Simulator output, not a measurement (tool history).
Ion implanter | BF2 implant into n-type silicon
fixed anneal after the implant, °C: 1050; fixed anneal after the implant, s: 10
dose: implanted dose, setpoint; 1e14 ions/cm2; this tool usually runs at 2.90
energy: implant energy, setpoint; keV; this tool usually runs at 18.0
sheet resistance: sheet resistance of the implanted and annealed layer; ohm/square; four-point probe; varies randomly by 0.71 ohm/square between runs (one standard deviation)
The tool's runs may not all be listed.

run	hour	dose	energy	read-back reference wafer on the same gauge, sheet resistance	sheet resistance
1	0.0	2.90	18.0	359.94	422.90
2	18.5	2.90	18.0	359.98	420.93
3	32.2	2.90	18.0	360.01	422.19
# hour 53.3: gauge calibrated
4	59.5	2.90	18.0	360.08	421.49
5	82.8	2.90	18.0	359.97	421.72
6	115.0	2.90	13.0	359.91	436.59
# hour 129.0: Faraday cup replaced and dose calibrated
# hour 139.1: extraction supply calibrated
7	139.6	2.90	13.0	360.08	420.89
8	156.8	2.90	13.0	359.99	421.72
9	178.6	2.90	18.0	359.96	408.41
10	194.8	2.05	22.5	359.89	536.04
11	228.1	2.90	18.0	360.17	408.75
# hour 302.6: gauge calibrated
12	311.1	2.90	13.0	359.94	424.86
13	358.9	3.62	18.0	359.97	341.40
14	386.5	2.90	15.0	360.08	419.69
15	410.3	3.33	22.0	360.10	358.73
16	429.9	2.05	18.0	359.99	555.16

Each row is a separate what-if for the run after 16, all from the same tool condition, not one after another. Results?
A	430.3	2.90	18.0	?	?
B	430.3	2.90	14.0	?	?
C	430.3	2.40	15.5	?	?

run	read-back reference wafer on the same gauge, sheet resistance	sheet resistance
A	359.89	411.81
B	359.89	422.37
C	359.89	491.11
Without the tool's hidden state the same runs would have given:
run	sheet resistance
A	403.49
B	414.01
C	481.14
